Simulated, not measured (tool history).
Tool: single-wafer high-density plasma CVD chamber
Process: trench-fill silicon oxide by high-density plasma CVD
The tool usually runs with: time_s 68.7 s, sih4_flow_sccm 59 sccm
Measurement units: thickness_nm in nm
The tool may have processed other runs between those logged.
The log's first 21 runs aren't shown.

run,hour,time_s,sih4_flow_sccm,wafers since the last listed run,hours since the silane flow controller was replaced,hours since the gauge calibration,"read-back reference wafer on the same gauge, thickness_nm",thickness_nm
22,1866.4,68.7,59,2183,2458.1,331.2,461.330,434.648
23,1926.4,81.0,52,1226,2518.1,391.2,461.170,479.675
24,2004.6,73.9,48,1598,2596.3,469.4,461.048,420.320
25,2181.8,60.8,52,3623,2773.5,646.6,461.081,361.129
# hour 2226.3: silane flow controller replaced
26,2251.8,58.1,54,1267,25.5,716.6,461.167,355.620
27,2312.6,68.7,59,1243,86.3,777.4,461.102,438.569
28,2391.1,77.1,63,1605,164.8,855.9,461.196,508.504
29,2440.4,82.2,49,1008,214.1,905.2,460.579,476.559
30,2601.4,68.7,59,3292,375.1,1066.2,461.006,440.594
31,2694.0,68.7,65,1893,467.7,1158.8,461.060,463.378
32,2748.8,82.2,51,1120,522.5,1213.6,460.788,486.184
33,3067.7,77.7,68,6520,841.4,1532.5,460.908,534.287
34,3127.5,68.7,62,1222,901.2,1592.3,461.203,450.436
35,3209.4,68.7,65,1674,983.1,1674.2,460.830,461.093
36,3249.5,68.7,59,819,1023.2,1714.3,461.040,438.895
37,3292.1,72.8,63,871,1065.8,1756.9,460.938,481.962
38,3394.0,62.1,59,2083,1167.7,1858.8,460.579,397.778
39,3478.7,81.1,59,1731,1252.4,1943.5,460.918,517.302
40,3560.1,72.6,59,1664,1333.8,2024.9,461.155,463.414
41,3619.6,73.4,64,1216,1393.3,2084.4,461.128,489.074
42,3679.3,68.7,59,1220,1453.0,2144.1,460.808,439.330
43,3745.8,68.7,59,1359,1519.5,2210.6,460.908,437.724
44,3790.3,73.9,48,909,1564.0,2255.1,460.980,423.578
45,3852.0,80.6,66,1261,1625.7,2316.8,460.970,544.716

Predict each of these 5 candidate next runs independently; none follows another, all start after run 45:
A,3852.4,68.7,63,8,1626.1,2317.2,?,?
B,3852.4,64.3,59,8,1626.1,2317.2,?,?
C,3852.4,55.2,52,8,1626.1,2317.2,?,?
D,3852.4,68.7,50,8,1626.1,2317.2,?,?
E,3852.4,62.8,62,8,1626.1,2317.2,?,?

run,"read-back reference wafer on the same gauge, thickness_nm",thickness_nm
A,461.090,454.649
B,461.090,410.532
C,461.090,329.900
D,461.090,402.570
E,461.090,411.941
Stripped of hidden state, with their random variation kept, the same runs would have yielded:
run,thickness_nm
A,455.972
B,411.727
C,330.860
D,403.741
E,413.140
